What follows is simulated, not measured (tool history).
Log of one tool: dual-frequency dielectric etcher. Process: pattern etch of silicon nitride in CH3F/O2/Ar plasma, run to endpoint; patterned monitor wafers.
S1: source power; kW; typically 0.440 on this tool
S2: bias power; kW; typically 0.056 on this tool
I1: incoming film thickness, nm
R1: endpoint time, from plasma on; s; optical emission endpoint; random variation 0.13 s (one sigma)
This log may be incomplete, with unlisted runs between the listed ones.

run 1 hour=0.0 | S1=0.440 S2=0.067 | I1=26.25 | R1=40.2
run 2 hour=29.7 | S1=0.440 S2=0.067 | I1=26.10 | R1=40.1
run 3 hour=94.1 | S1=0.440 S2=0.056 | I1=26.27 | R1=43.1
run 4 hour=151.7 | S1=0.440 S2=0.053 | I1=26.11 | R1=43.9
run 5 hour=188.0 | S1=0.440 S2=0.053 | I1=26.16 | R1=43.9
run 6 hour=248.3 | S1=0.440 S2=0.053 | I1=25.87 | R1=43.4
run 7 hour=286.9 | S1=0.440 S2=0.047 | I1=26.25 | R1=45.8
-- hour=333.5 wet clean of the chamber
run 8 hour=334.0 | S1=0.440 S2=0.047 | I1=26.25 | R1=45.1
run 9 hour=374.1 | S1=0.440 S2=0.047 | I1=26.23 | R1=45.4
run 10 hour=425.8 | S1=0.440 S2=0.056 | I1=26.02 | R1=42.4
run 11 hour=479.0 | S1=0.440 S2=0.056 | I1=26.36 | R1=43.2
run 12 hour=504.2 | S1=0.440 S2=0.056 | I1=26.33 | R1=43.2
-- hour=524.7 source power generator calibrated
run 13 hour=548.3 | S1=0.440 S2=0.061 | I1=26.04 | R1=41.8
run 14 hour=581.9 | S1=0.480 S2=0.056 | I1=26.20 | R1=42.4
run 15 hour=647.4 | S1=0.360 S2=0.069 | I1=26.27 | R1=42.9
run 16 hour=704.6 | S1=0.350 S2=0.069 | I1=26.13 | R1=43.1
-- hour=735.4 wet clean of the chamber
-- hour=763.2 upper electrode replaced
run 17 hour=763.7 | S1=0.500 S2=0.056 | I1=26.30 | R1=41.1
run 18 hour=791.5 | S1=0.440 S2=0.056 | I1=25.99 | R1=42.4
run 19 hour=848.8 | S1=0.440 S2=0.053 | I1=26.44 | R1=44.0
run 20 hour=904.8 | S1=0.440 S2=0.056 | I1=26.28 | R1=43.4
run 21 hour=948.9 | S1=0.350 S2=0.065 | I1=26.10 | R1=43.6
run 22 hour=1006.4 | S1=0.490 S2=0.061 | I1=26.26 | R1=40.9
-- hour=1077.4 bias power generator calibrated
-- hour=1096.4 wet clean of the chamber
run 23 hour=1096.9 | S1=0.440 S2=0.056 | I1=26.04 | R1=42.4
run 24 hour=1125.8 | S1=0.360 S2=0.044 | I1=26.26 | R1=49.0
run 25 hour=1179.4 | S1=0.440 S2=0.056 | I1=26.31 | R1=43.0
run 26 hour=1233.2 | S1=0.340 S2=0.046 | I1=26.16 | R1=49.4
run 27 hour=1303.6 | S1=0.530 S2=0.056 | I1=25.85 | R1=40.4
run 28 hour=1348.3 | S1=0.400 S2=0.064 | I1=26.14 | R1=42.3
run 29 hour=1384.7 | S1=0.520 S2=0.066 | I1=26.12 | R1=38.9

Below are 5 alternative next runs, each starting from the tool's condition after run 29. Predict each:
run A hour=1385.1 | S1=0.370 S2=0.056 | I1=26.19 | R1=?
run B hour=1385.1 | S1=0.350 S2=0.067 | I1=26.19 | R1=?
run C hour=1385.1 | S1=0.490 S2=0.056 | I1=26.19 | R1=?
run D hour=1385.1 | S1=0.440 S2=0.068 | I1=26.19 | R1=?
run E hour=1385.1 | S1=0.360 S2=0.056 | I1=26.19 | R1=?

run=A R1=45.6
run=B R1=43.5
run=C R1=41.9
run=D R1=40.6
run=E R1=45.9
With the hidden condition removed and each run's random variation left untouched, the same runs would have given:
run=A R1=44.8
run=B R1=42.8
run=C R1=41.3
run=D R1=39.9
run=E R1=45.2
